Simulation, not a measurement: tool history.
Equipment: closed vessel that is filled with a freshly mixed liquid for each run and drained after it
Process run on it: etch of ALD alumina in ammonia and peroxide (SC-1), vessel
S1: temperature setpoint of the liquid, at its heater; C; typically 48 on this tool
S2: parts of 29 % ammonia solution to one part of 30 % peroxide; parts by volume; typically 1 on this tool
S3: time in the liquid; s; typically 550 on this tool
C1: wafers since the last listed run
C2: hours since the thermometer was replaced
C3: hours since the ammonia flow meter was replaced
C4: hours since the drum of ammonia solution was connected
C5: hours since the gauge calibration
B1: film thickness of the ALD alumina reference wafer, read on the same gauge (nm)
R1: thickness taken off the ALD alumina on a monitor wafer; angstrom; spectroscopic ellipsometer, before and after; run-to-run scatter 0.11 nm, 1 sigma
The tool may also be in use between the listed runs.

| run | hour | S1 | S2 | S3 | C1 | C2 | C3 | C4 | C5 | B1 | R1 |
|---|---|---|---|---|---|---|---|---|---|---|---|
| 1 | 0 | 48 | 1 | 550 | 0 | 2026.6 | 340.3 | 444.6 | 456.7 | 79.98 | 490.9 |
| 2 | 13.1 | 48 | 1 | 550 | 1255 | 2039.7 | 353.4 | 457.7 | 469.8 | 79.99 | 489.8 |
| 3 | 37.5 | 48 | 1 | 550 | 2337 | 2064.1 | 377.8 | 482.1 | 494.2 | 80.02 | 489.5 |
| 4 | 72.3 | 48 | 1 | 550 | 3334 | 2098.9 | 412.6 | 516.9 | 529 | 80.02 | 489.5 |
| 5 | 90.7 | 48 | 1 | 550 | 1762 | 2117.3 | 431 | 535.3 | 547.4 | 80.01 | 491.4 |
| 6 | 108.4 | 48 | 1 | 550 | 1695 | 2135 | 448.7 | 553 | 565.1 | 80 | 493 |
| 7 | 137.3 | 48 | 1 | 550 | 2769 | 2163.9 | 477.6 | 581.9 | 594 | 80 | 492.1 |
| 8 | 165.3 | 48 | 1 | 550 | 2682 | 2191.9 | 505.6 | 609.9 | 622 | 79.99 | 491.7 |
| 9 | 188.5 | 45 | 1 | 550 | 2222 | 2215.1 | 528.8 | 633.1 | 645.2 | 80.01 | 416.4 |
| 10 | 219.4 | 48 | 1 | 550 | 2960 | 2246 | 559.7 | 664 | 676.1 | 80.01 | 493.3 |
|  | 242 | thermometer replaced |
| 11 | 250.2 | 48 | 1.15 | 550 | 2855 | 8.2 | 590.5 | 694.8 | 706.9 | 79.97 | 456.7 |
| 12 | 283.9 | 51.5 | 1.2 | 550 | 3228 | 41.9 | 624.2 | 728.5 | 740.6 | 80 | 555 |
|  | 285.4 | ammonia flow meter replaced |
| 13 | 312.5 | 48 | 1 | 550 | 2644 | 70.5 | 27.1 | 757.1 | 769.2 | 79.99 | 454.3 |
| 14 | 338.2 | 48 | 1.2 | 780 | 2462 | 96.2 | 52.8 | 782.8 | 794.9 | 80.01 | 656.2 |
| 15 | 372.6 | 48 | 1 | 550 | 3296 | 130.6 | 87.2 | 817.2 | 829.3 | 79.99 | 456.3 |
| 16 | 404.2 | 40.5 | 0.55 | 700 | 3027 | 162.2 | 118.8 | 848.8 | 860.9 | 79.99 | 357.4 |
|  | 413.1 | new drum of ammonia solution connected |
| 17 | 416.7 | 48 | 1 | 310 | 1101 | 174.7 | 131.3 | 3.6 | 873.4 | 79.99 | 257.1 |
|  | 426.3 | gauge calibrated |
| 18 | 438.3 | 48 | 0.7 | 415 | 2069 | 196.3 | 152.9 | 25.2 | 12 | 80.03 | 334.9 |
| 19 | 455.5 | 44 | 1.2 | 255 | 1648 | 213.5 | 170.1 | 42.4 | 29.2 | 79.99 | 172 |
| 20 | 472.7 | 43 | 0.6 | 810 | 1648 | 230.7 | 187.3 | 59.6 | 46.4 | 79.99 | 483.9 |
| 21 | 508 | 48 | 1.2 | 820 | 3382 | 266 | 222.6 | 94.9 | 81.7 | 79.96 | 694.2 |
| 22 | 539.5 | 54 | 1 | 550 | 3018 | 297.5 | 254.1 | 126.4 | 113.2 | 80.01 | 633.9 |
| 23 | 554.5 | 48 | 1 | 550 | 1437 | 312.5 | 269.1 | 141.4 | 128.2 | 79.97 | 458.7 |
| 24 | 583.7 | 43.5 | 1 | 550 | 2797 | 341.7 | 298.3 | 170.6 | 157.4 | 80 | 355.8 |
| 25 | 607 | 48 | 1 | 550 | 2232 | 365 | 321.6 | 193.9 | 180.7 | 80.02 | 458.4 |
| 26 | 635.9 | 48 | 1 | 550 | 2769 | 393.9 | 350.5 | 222.8 | 209.6 | 80.01 | 460.2 |
| 27 | 660.9 | 57.5 | 0.55 | 785 | 2395 | 418.9 | 375.5 | 247.8 | 234.6 | 80 | 1031.7 |
| 28 | 676.7 | 58 | 1 | 375 | 1513 | 434.7 | 391.3 | 263.6 | 250.4 | 80.01 | 536.2 |
| 29 | 706.7 | 48 | 1.2 | 550 | 2874 | 464.7 | 421.3 | 293.6 | 280.4 | 79.97 | 467.7 |

Here are 4 independent what-if runs from the current tool condition. What would each one return?
| A | 707.5 | 48 | 1 | 725 | 76 | 465.5 | 422.1 | 294.4 | 281.2 | ? | ? |
| B | 707.5 | 55 | 0.6 | 755 | 76 | 465.5 | 422.1 | 294.4 | 281.2 | ? | ? |
| C | 707.5 | 48 | 0.85 | 550 | 76 | 465.5 | 422.1 | 294.4 | 281.2 | ? | ? |
| D | 707.5 | 48 | 1.2 | 320 | 76 | 465.5 | 422.1 | 294.4 | 281.2 | ? | ? |

| run | B1 | R1 |
|---|---|---|
| A | 79.97 | 604.2 |
| B | 79.97 | 876.5 |
| C | 79.97 | 451.3 |
| D | 79.97 | 271.3 |
Had the tool no hidden state, the same runs would have come out as:
| run | R1 |
|---|---|
| A | 596.5 |
| B | 866.1 |
| C | 445.6 |
| D | 267.9 |
